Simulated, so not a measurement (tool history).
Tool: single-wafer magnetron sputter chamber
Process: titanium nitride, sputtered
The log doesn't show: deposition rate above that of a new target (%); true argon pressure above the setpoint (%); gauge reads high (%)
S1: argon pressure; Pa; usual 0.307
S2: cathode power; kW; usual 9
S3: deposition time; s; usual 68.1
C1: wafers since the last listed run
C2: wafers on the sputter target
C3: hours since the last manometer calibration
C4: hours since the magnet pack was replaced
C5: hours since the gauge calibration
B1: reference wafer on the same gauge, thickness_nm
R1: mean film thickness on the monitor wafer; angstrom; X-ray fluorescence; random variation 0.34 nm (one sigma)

{"run": 1, "hour": 0.0, "S1": 0.307, "S2": 9, "S3": 68.1, "C1": 0, "C2": 3442, "C3": 333, "C4": 6881.9, "C5": 1685.7, "B1": 115.039, "R1": 1153.04}
{"run": 2, "hour": 50.0, "S1": 0.307, "S2": 9, "S3": 68.1, "C1": 994, "C2": 4436, "C3": 383, "C4": 6931.9, "C5": 1735.7, "B1": 114.935, "R1": 1147.35}
{"run": 3, "hour": 119.2, "S1": 0.307, "S2": 10.4, "S3": 63.5, "C1": 1376, "C2": 5812, "C3": 452.2, "C4": 7001.1, "C5": 1804.9, "B1": 115.003, "R1": 1230.16}
{"run": 4, "hour": 180.8, "S1": 0.307, "S2": 9, "S3": 68.1, "C1": 1225, "C2": 7037, "C3": 513.8, "C4": 7062.7, "C5": 1866.5, "B1": 114.9, "R1": 1134.32}
{"run": 5, "hour": 255.8, "S1": 0.307, "S2": 9, "S3": 68.1, "C1": 1491, "C2": 8529, "C3": 588.8, "C4": 7137.7, "C5": 1941.5, "B1": 115.026, "R1": 1132.64}
{"hour": 322.8, "done": "sputter target and shields replaced"}
{"run": 6, "hour": 334.3, "S1": 0.307, "S2": 9, "S3": 68.1, "C1": 1402, "C2": 228, "C3": 667.3, "C4": 7216.2, "C5": 2020, "B1": 115.014, "R1": 1158.09}
{"run": 7, "hour": 384.0, "S1": 0.27, "S2": 10.5, "S3": 68.1, "C1": 988, "C2": 1216, "C3": 717, "C4": 7265.9, "C5": 2069.7, "B1": 114.945, "R1": 1375.71}
{"run": 8, "hour": 433.9, "S1": 0.27, "S2": 10.5, "S3": 68.1, "C1": 992, "C2": 2209, "C3": 766.9, "C4": 7315.8, "C5": 2119.6, "B1": 115.033, "R1": 1376.66}
{"run": 9, "hour": 517.5, "S1": 0.307, "S2": 8, "S3": 68.1, "C1": 1662, "C2": 3871, "C3": 850.5, "C4": 7399.4, "C5": 2203.2, "B1": 114.944, "R1": 1018.89}
{"run": 10, "hour": 610.9, "S1": 0.307, "S2": 8, "S3": 68.1, "C1": 1857, "C2": 5729, "C3": 943.9, "C4": 7492.8, "C5": 2296.6, "B1": 114.97, "R1": 1019.92}
{"run": 11, "hour": 678.3, "S1": 0.307, "S2": 9, "S3": 68.1, "C1": 1340, "C2": 7069, "C3": 1011.3, "C4": 7560.2, "C5": 2364, "B1": 114.957, "R1": 1133.87}
{"run": 12, "hour": 735.1, "S1": 0.307, "S2": 9, "S3": 68.1, "C1": 1129, "C2": 8199, "C3": 1068.1, "C4": 7617, "C5": 2420.8, "B1": 114.974, "R1": 1129.25}
{"run": 13, "hour": 820.2, "S1": 0.307, "S2": 9, "S3": 68.1, "C1": 1692, "C2": 9891, "C3": 1153.2, "C4": 7702.1, "C5": 2505.9, "B1": 115.048, "R1": 1120.39}
{"run": 14, "hour": 916.3, "S1": 0.307, "S2": 9, "S3": 68.1, "C1": 1911, "C2": 11803, "C3": 1249.3, "C4": 7798.2, "C5": 2602, "B1": 115.017, "R1": 1112.67}
{"hour": 929.0, "done": "sputter target and shields replaced"}
{"run": 15, "hour": 1002.1, "S1": 0.307, "S2": 9, "S3": 68.1, "C1": 1547, "C2": 1453, "C3": 1335.1, "C4": 7884, "C5": 2687.8, "B1": 114.948, "R1": 1148.52}
{"run": 16, "hour": 1063.1, "S1": 0.307, "S2": 9, "S3": 68.1, "C1": 1213, "C2": 2667, "C3": 1396.1, "C4": 7945, "C5": 2748.8, "B1": 115.023, "R1": 1145.03}
{"run": 17, "hour": 1164.5, "S1": 0.376, "S2": 9.95, "S3": 63.7, "C1": 2016, "C2": 4683, "C3": 1497.5, "C4": 8046.4, "C5": 2850.2, "B1": 115.036, "R1": 1134.47}
{"run": 18, "hour": 1212.5, "S1": 0.406, "S2": 9, "S3": 68.1, "C1": 954, "C2": 5638, "C3": 1545.5, "C4": 8094.4, "C5": 2898.2, "B1": 114.996, "R1": 1076.81}
{"hour": 1238.3, "done": "capacitance manometer re-zeroed and calibrated"}
{"hour": 1287.4, "done": "magnet pack replaced"}
{"run": 19, "hour": 1302.7, "S1": 0.243, "S2": 10.5, "S3": 63.1, "C1": 1475, "C2": 7114, "C3": 64.4, "C4": 15.3, "C5": 2988.4, "B1": 115.047, "R1": 1272.01}
{"run": 20, "hour": 1404.7, "S1": 0.208, "S2": 9, "S3": 68.1, "C1": 2028, "C2": 9142, "C3": 166.4, "C4": 117.3, "C5": 3090.4, "B1": 114.932, "R1": 1190.58}
{"hour": 1454.5, "done": "sputter target and shields replaced"}
{"run": 21, "hour": 1497.4, "S1": 0.185, "S2": 9, "S3": 68.1, "C1": 1684, "C2": 853, "C3": 259.1, "C4": 210, "C5": 3183.1, "B1": 115.027, "R1": 1245.6}
{"hour": 1524.5, "done": "gauge calibrated"}
{"run": 22, "hour": 1627.6, "S1": 0.373, "S2": 7.4, "S3": 57.4, "C1": 2589, "C2": 3442, "C3": 389.3, "C4": 340.2, "C5": 103.1, "B1": 115.052, "R1": 769.78}
{"run": 23, "hour": 1725.8, "S1": 0.358, "S2": 9, "S3": 68.1, "C1": 1953, "C2": 5395, "C3": 487.5, "C4": 438.4, "C5": 201.3, "B1": 115.038, "R1": 1108.92}
{"run": 24, "hour": 1786.6, "S1": 0.307, "S2": 10.2, "S3": 68.1, "C1": 1209, "C2": 6605, "C3": 548.3, "C4": 499.2, "C5": 262.1, "B1": 115.046, "R1": 1292.87}
{"run": 25, "hour": 1855.2, "S1": 0.233, "S2": 8.25, "S3": 59.6, "C1": 1364, "C2": 7969, "C3": 616.9, "C4": 567.8, "C5": 330.7, "B1": 115.004, "R1": 948.36}
{"run": 26, "hour": 1944.3, "S1": 0.387, "S2": 8.35, "S3": 60.6, "C1": 1772, "C2": 9741, "C3": 706, "C4": 656.9, "C5": 419.8, "B1": 114.945, "R1": 885.86}
{"run": 27, "hour": 2004.8, "S1": 0.307, "S2": 9, "S3": 77.7, "C1": 1203, "C2": 10944, "C3": 766.5, "C4": 717.4, "C5": 480.3, "B1": 115.078, "R1": 1270.25}
{"hour": 2048.1, "done": "sputter target and shields replaced"}
{"run": 28, "hour": 2055.7, "S1": 0.376, "S2": 9.95, "S3": 63.7, "C1": 853, "C2": 151, "C3": 817.4, "C4": 768.3, "C5": 531.2, "B1": 114.994, "R1": 1145.42}
{"run": 29, "hour": 2132.8, "S1": 0.307, "S2": 9, "S3": 68.1, "C1": 1533, "C2": 1684, "C3": 894.5, "C4": 845.4, "C5": 608.3, "B1": 115.001, "R1": 1156.91}
{"run": 30, "hour": 2219.8, "S1": 0.26, "S2": 9, "S3": 80.2, "C1": 1730, "C2": 3415, "C3": 981.5, "C4": 932.4, "C5": 695.3, "B1": 114.981, "R1": 1394.45}
{"run": 31, "hour": 2326.5, "S1": 0.307, "S2": 9, "S3": 80.4, "C1": 2122, "C2": 5537, "C3": 1088.2, "C4": 1039.1, "C5": 802, "B1": 115.009, "R1": 1355.02}
{"run": 32, "hour": 2402.3, "S1": 0.234, "S2": 7.4, "S3": 76.5, "C1": 1507, "C2": 7044, "C3": 1164, "C4": 1114.9, "C5": 877.8, "B1": 114.966, "R1": 1100.11}
{"run": 33, "hour": 2507.3, "S1": 0.256, "S2": 7.4, "S3": 55.6, "C1": 2088, "C2": 9132, "C3": 1269, "C4": 1219.9, "C5": 982.8, "B1": 115.005, "R1": 783.44}

Forecast each of these 5 alternatives for the next run:
{"run": "A", "hour": 2507.7, "S1": 0.307, "S2": 8.1, "S3": 68.1, "C1": 7, "C2": 9140, "C3": 1269.4, "C4": 1220.3, "C5": 983.2, "B1": "?", "R1": "?"}
{"run": "B", "hour": 2507.7, "S1": 0.192, "S2": 7.65, "S3": 68.1, "C1": 7, "C2": 9140, "C3": 1269.4, "C4": 1220.3, "C5": 983.2, "B1": "?", "R1": "?"}
{"run": "C", "hour": 2507.7, "S1": 0.275, "S2": 11.25, "S3": 60.3, "C1": 7, "C2": 9140, "C3": 1269.4, "C4": 1220.3, "C5": 983.2, "B1": "?", "R1": "?"}
{"run": "D", "hour": 2507.7, "S1": 0.37, "S2": 9, "S3": 68.1, "C1": 7, "C2": 9140, "C3": 1269.4, "C4": 1220.3, "C5": 983.2, "B1": "?", "R1": "?"}
{"run": "E", "hour": 2507.7, "S1": 0.201, "S2": 9.7, "S3": 75.1, "C1": 7, "C2": 9140, "C3": 1269.4, "C4": 1220.3, "C5": 983.2, "B1": "?", "R1": "?"}

run=A B1=115.003 R1=1018.03
run=B B1=115.003 R1=1030.69
run=C B1=115.003 R1=1276.22
run=D B1=115.003 R1=1089.67
run=E B1=115.003 R1=1433.31
Without the tool's hidden state the same runs would have given:
run=A R1=1043.68
run=B R1=1056.66
run=C R1=1308.38
run=D R1=1117.12
run=E R1=1469.43
